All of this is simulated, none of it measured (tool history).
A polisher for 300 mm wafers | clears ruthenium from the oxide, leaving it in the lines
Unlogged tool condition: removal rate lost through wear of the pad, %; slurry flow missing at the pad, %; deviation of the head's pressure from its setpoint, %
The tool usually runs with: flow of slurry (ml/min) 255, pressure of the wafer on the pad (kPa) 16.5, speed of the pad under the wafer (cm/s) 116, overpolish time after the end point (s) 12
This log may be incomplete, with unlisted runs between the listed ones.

| run | day | flow of slurry (ml/min) | pressure of the wafer on the pad (kPa) | speed of the pad under the wafer (cm/s) | overpolish time after the end point (s) | wafers since the last listed run | wafers polished on this pad | hours since the slurry nozzle was cleaned | hours since the head pressure was calibrated | incoming thickness of the incoming film, nm | time until the end point was called (s) |
|---|---|---|---|---|---|---|---|---|---|---|---|
| 1 | 0.000 | 255 | 16.5 | 116 | 14 | 0 | 8 | 115.9 | 613.1 | 104.0 | 85.7 |
| 2 | 1.154 | 255 | 16.5 | 116 | 14 | 214 | 222 | 143.6 | 640.8 | 106.3 | 90.9 |
| 3 | 2.371 | 255 | 17.9 | 116 | 12 | 226 | 449 | 172.8 | 670.0 | 106.8 | 84.2 |
| 4 | 3.067 | 255 | 16.5 | 126 | 9 | 129 | 578 | 189.5 | 686.7 | 104.9 | 81.4 |
| 5 | 3.842 | 255 | 16.5 | 126 | 9 | 144 | 722 | 208.1 | 705.3 | 103.6 | 79.5 |
| 6 | 4.617 | 255 | 16.5 | 116 | 12 | 144 | 866 | 226.7 | 723.9 | 104.8 | 87.1 |
|  | 4.967 | worn pad replaced by a new one, of another model than before |
| 7 | 6.054 | 255 | 16.5 | 116 | 12 | 236 | 202 | 261.2 | 758.4 | 106.6 | 85.7 |
| 8 | 6.821 | 255 | 16.5 | 116 | 12 | 142 | 345 | 279.6 | 776.8 | 105.3 | 83.9 |
| 9 | 7.746 | 255 | 16.5 | 116 | 17 | 172 | 517 | 301.8 | 799.0 | 103.2 | 83.3 |
| 10 | 8.750 | 255 | 16.5 | 116 | 12 | 186 | 703 | 325.9 | 823.1 | 104.0 | 85.9 |
|  | 9.679 | worn pad replaced by a new one |
| 11 | 9.962 | 220 | 16.5 | 88 | 12 | 194 | 52 | 355.0 | 852.2 | 104.7 | 106.3 |
| 12 | 10.800 | 255 | 16.5 | 128 | 12 | 155 | 208 | 375.1 | 872.3 | 105.0 | 79.4 |
|  | 11.638 | slurry nozzle cleaned |
| 13 | 11.667 | 220 | 16.5 | 88 | 12 | 153 | 362 | 0.7 | 893.1 | 105.6 | 102.7 |
|  | 12.454 | head pressure recalibrated |
| 14 | 13.158 | 255 | 14.5 | 116 | 12 | 261 | 624 | 36.5 | 16.9 | 106.4 | 87.4 |
| 15 | 14.004 | 340 | 16.5 | 102 | 6 | 157 | 781 | 56.8 | 37.2 | 104.1 | 86.5 |
|  | 14.542 | worn pad replaced by a new one |
| 16 | 15.058 | 170 | 16.5 | 116 | 6 | 165 | 96 | 82.1 | 62.5 | 103.3 | 84.0 |

The next listed run, before its measurement:
| 17 | 16.083 | 255 | 16.5 | 116 | 8 | 190 | 286 | 106.7 | 87.1 | 104.0 | ? |

Run 17 gave time until the end point was called (s) 81.6.
Had the tool carried no hidden state, the very same run would have given time until the end point was called (s) 81.2.
